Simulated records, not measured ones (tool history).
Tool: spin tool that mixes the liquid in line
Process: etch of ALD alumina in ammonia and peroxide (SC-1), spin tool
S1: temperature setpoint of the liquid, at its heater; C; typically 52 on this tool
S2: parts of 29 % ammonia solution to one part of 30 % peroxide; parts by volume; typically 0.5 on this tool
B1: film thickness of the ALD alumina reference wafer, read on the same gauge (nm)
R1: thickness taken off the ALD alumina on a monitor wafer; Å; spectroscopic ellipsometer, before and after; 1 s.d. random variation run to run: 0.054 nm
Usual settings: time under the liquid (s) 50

run 1 hour=0 | S1=52 S2=0.5 time_under_the_liquid_(s)=50 | B1=40.02 | R1=54.2
run 2 hour=62.6 | S1=52 S2=0.5 time_under_the_liquid_(s)=50 | B1=40.01 | R1=54.5
run 3 hour=139.5 | S1=52 S2=0.5 time_under_the_liquid_(s)=50 | B1=39.99 | R1=54.9
run 4 hour=182.1 | S1=52 S2=0.5 time_under_the_liquid_(s)=35 | B1=40.02 | R1=38.4
run 5 hour=228.6 | S1=59.5 S2=0.5 time_under_the_liquid_(s)=50 | B1=40.03 | R1=80.9
run 6 hour=313.7 | S1=52 S2=0.5 time_under_the_liquid_(s)=50 | B1=40.01 | R1=54.2
-- hour=373.7 ammonia flow meter replaced
run 7 hour=388.4 | S1=52 S2=0.5 time_under_the_liquid_(s)=50 | B1=40 | R1=54.7
run 8 hour=451.8 | S1=52 S2=0.5 time_under_the_liquid_(s)=50 | B1=39.97 | R1=54.3
run 9 hour=557.9 | S1=52 S2=0.5 time_under_the_liquid_(s)=50 | B1=39.99 | R1=53.8
run 10 hour=597.8 | S1=56 S2=0.5 time_under_the_liquid_(s)=50 | B1=40.01 | R1=66.8
-- hour=622.4 thermometer replaced
-- hour=628.3 gauge calibrated
run 11 hour=663.6 | S1=60 S2=0.6 time_under_the_liquid_(s)=70 | B1=39.98 | R1=116.8
-- hour=678.5 new drum of ammonia solution connected
run 12 hour=738 | S1=52 S2=0.5 time_under_the_liquid_(s)=50 | B1=39.99 | R1=52.9
-- hour=773.1 heated supply line repaired
-- hour=825.6 ammonia flow meter replaced
run 13 hour=988.8 | S1=52 S2=0.25 time_under_the_liquid_(s)=30 | B1=40 | R1=28.1
run 14 hour=1027.5 | S1=52 S2=0.5 time_under_the_liquid_(s)=50 | B1=39.98 | R1=49.1

Estimate the outcome of run 15 from the log above:
-- hour=1095.5 heated supply line repaired, repeated, since the last time left the tool worse
run 15 hour=1109.4 | S1=52 S2=0.3 time_under_the_liquid_(s)=25 | B1=? | R1=?

B1: 40
R1: 28.7 Å
If the tool had no hidden condition, the same run with the same run-to-run variation would have returned R1 29 Å.
